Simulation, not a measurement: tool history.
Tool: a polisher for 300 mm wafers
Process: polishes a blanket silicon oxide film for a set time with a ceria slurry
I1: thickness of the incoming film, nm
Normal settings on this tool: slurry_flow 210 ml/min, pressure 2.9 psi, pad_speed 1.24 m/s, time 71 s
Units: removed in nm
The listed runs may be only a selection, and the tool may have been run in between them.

run 1 hour=0.0 | slurry_flow=210 pressure=2.6 pad_speed=1.24 time=71 | I1=1651.6 | removed=243.2
run 2 hour=34.6 | slurry_flow=210 pressure=2.9 pad_speed=1.24 time=71 | I1=1688.9 | removed=265.9
run 3 hour=52.4 | slurry_flow=210 pressure=2.9 pad_speed=1.24 time=71 | I1=1645.1 | removed=273.0
-- hour=69.6 worn pad replaced by a new one
run 4 hour=70.1 | slurry_flow=210 pressure=2.9 pad_speed=1.24 time=71 | I1=1635.4 | removed=293.5
run 5 hour=85.7 | slurry_flow=210 pressure=2.9 pad_speed=1.24 time=71 | I1=1677.2 | removed=291.3
run 6 hour=121.3 | slurry_flow=210 pressure=2.9 pad_speed=1.24 time=71 | I1=1690.3 | removed=288.3
run 7 hour=185.6 | slurry_flow=210 pressure=2.9 pad_speed=1.24 time=54 | I1=1659.7 | removed=212.3
run 8 hour=214.0 | slurry_flow=210 pressure=2.9 pad_speed=1.24 time=54 | I1=1663.3 | removed=204.7
-- hour=221.7 worn pad replaced by a new one
run 9 hour=227.4 | slurry_flow=210 pressure=2.9 pad_speed=1.24 time=71 | I1=1643.4 | removed=292.5
run 10 hour=247.1 | slurry_flow=210 pressure=2.9 pad_speed=1.24 time=71 | I1=1633.8 | removed=284.8
run 11 hour=270.4 | slurry_flow=210 pressure=2.9 pad_speed=1.24 time=71 | I1=1678.8 | removed=290.3
run 12 hour=293.0 | slurry_flow=210 pressure=2.9 pad_speed=1.24 time=71 | I1=1655.8 | removed=287.0
run 13 hour=317.8 | slurry_flow=280 pressure=2.9 pad_speed=0.96 time=71 | I1=1660.7 | removed=220.8
run 14 hour=340.0 | slurry_flow=210 pressure=2.9 pad_speed=0.90 time=71 | I1=1672.3 | removed=199.8
-- hour=355.2 head pressure recalibrated
run 15 hour=355.7 | slurry_flow=210 pressure=2.9 pad_speed=1.24 time=48 | I1=1677.2 | removed=180.8
run 16 hour=380.6 | slurry_flow=255 pressure=2.9 pad_speed=1.24 time=65 | I1=1627.6 | removed=247.3
-- hour=407.1 worn pad replaced by a new one
run 17 hour=407.6 | slurry_flow=255 pressure=2.9 pad_speed=1.24 time=65 | I1=1658.5 | removed=277.4
-- hour=430.4 slurry nozzle cleaned
run 18 hour=439.9 | slurry_flow=210 pressure=2.9 pad_speed=1.08 time=71 | I1=1655.8 | removed=251.8
run 19 hour=466.3 | slurry_flow=280 pressure=2.9 pad_speed=1.24 time=71 | I1=1662.5 | removed=297.2
run 20 hour=495.2 | slurry_flow=240 pressure=2.9 pad_speed=1.24 time=83 | I1=1668.4 | removed=336.4
run 21 hour=549.5 | slurry_flow=210 pressure=2.9 pad_speed=1.24 time=71 | I1=1664.4 | removed=267.9
-- hour=564.4 worn pad replaced by a new one
run 22 hour=572.0 | slurry_flow=140 pressure=2.9 pad_speed=1.24 time=71 | I1=1652.0 | removed=266.2

Some steps in removed, run to run, broken into two amounts with sign: the step expected even without the hidden condition (settings, incoming material, random variation), and the rest, left for the hidden condition together with whatever gauge scatter is not in both the measured and the hidden-condition-free result:
Hidden conditions of the tool in this case: removal rate lost through wear of the pad, %; slurry flow missing at the pad, %; deviation of the head's pressure from its setpoint, %.
Run 3 -> 4: worn pad replaced by a new one. removed +20.5 nm: hidden state +27.7, all else -7.2.
Run 6 -> 7: time 71 -> 54. removed -76.0 nm: hidden state -5.9, all else -70.1.
Run 8 -> 9: time 54 -> 71, worn pad replaced by a new one. removed +87.8 nm: hidden state +15.0, all else +72.8.
Run 16 -> 17: worn pad replaced by a new one. removed +30.1 nm: hidden state +23.1, all else +7.0.

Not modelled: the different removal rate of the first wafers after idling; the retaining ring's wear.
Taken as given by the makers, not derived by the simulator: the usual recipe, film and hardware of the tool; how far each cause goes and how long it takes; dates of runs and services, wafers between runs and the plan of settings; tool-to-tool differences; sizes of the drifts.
